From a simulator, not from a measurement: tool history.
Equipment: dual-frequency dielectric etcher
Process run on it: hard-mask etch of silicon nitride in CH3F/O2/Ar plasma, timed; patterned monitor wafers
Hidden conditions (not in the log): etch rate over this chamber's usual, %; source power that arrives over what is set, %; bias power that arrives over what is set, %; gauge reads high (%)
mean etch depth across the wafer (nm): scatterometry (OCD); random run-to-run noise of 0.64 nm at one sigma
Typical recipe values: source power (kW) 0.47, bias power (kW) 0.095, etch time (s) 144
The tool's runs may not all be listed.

run,hour,source power (kW),bias power (kW),etch time (s),wafers since the last listed run,hours since the last wet clean,hours since the last source power generator calibration,hours since the last bias power generator calibration,hours since the last upper electrode change,hours since the gauge calibration,"read-back reference wafer on the same gauge, depth_nm",mean etch depth across the wafer (nm)
1,0,0.47,0.095,144,0,142.7,2349.8,4877.1,3056.8,406.1,141,117.6
2,26.2,0.47,0.095,144,230,168.9,2376,4903.3,3083,432.3,140.8,117.6
3,41.2,0.47,0.095,144,131,183.9,2391,4918.3,3098,447.3,141.1,116.6
4,75.7,0.47,0.095,144,302,218.4,2425.5,4952.8,3132.5,481.8,140.7,117.7
5,94,0.47,0.095,144,160,236.7,2443.8,4971.1,3150.8,500.1,140.8,117.4
6,124.1,0.47,0.095,144,264,266.8,2473.9,5001.2,3180.9,530.2,140.8,116.3
7,136.2,0.47,0.095,144,106,278.9,2486,5013.3,3193,542.3,140.8,116.7
8,172.1,0.47,0.095,144,315,314.8,2521.9,5049.2,3228.9,578.2,141,115.6
9,225.8,0.47,0.095,144,471,368.5,2575.6,5102.9,3282.6,631.9,141.5,116.9
# hour 251.9: upper electrode replaced
10,292.4,0.47,0.095,144,374,435.1,2642.2,5169.5,40.5,698.5,140.9,115.5
11,304.5,0.47,0.095,144,106,447.2,2654.3,5181.6,52.6,710.6,141.1,115.5
12,321,0.47,0.095,144,144,463.7,2670.8,5198.1,69.1,727.1,141.2,115.4
13,350.2,0.47,0.095,144,256,492.9,2700,5227.3,98.3,756.3,140.7,115.2
14,382,0.59,0.074,124,279,524.7,2731.8,5259.1,130.1,788.1,141.1,103.1
15,417.9,0.57,0.088,110.5,315,560.6,2767.7,5295,166,824,141,93.3
# hour 460: wet clean of the chamber
# hour 473.7: source power generator calibrated
# hour 477.3: gauge calibrated
16,483.8,0.54,0.08,156,332,23.8,10.1,5360.9,231.9,6.5,141.5,124.6

What does the tool deliver on the next run?
17,519.3,0.59,0.074,124,311,59.3,45.6,5396.4,267.4,42,?,?

read-back reference wafer on the same gauge, depth_nm: 140.7
mean etch depth across the wafer (nm): 99.3
If the tool had no hidden condition, the same run with the same run-to-run variation would have returned mean etch depth across the wafer (nm) 105.5.

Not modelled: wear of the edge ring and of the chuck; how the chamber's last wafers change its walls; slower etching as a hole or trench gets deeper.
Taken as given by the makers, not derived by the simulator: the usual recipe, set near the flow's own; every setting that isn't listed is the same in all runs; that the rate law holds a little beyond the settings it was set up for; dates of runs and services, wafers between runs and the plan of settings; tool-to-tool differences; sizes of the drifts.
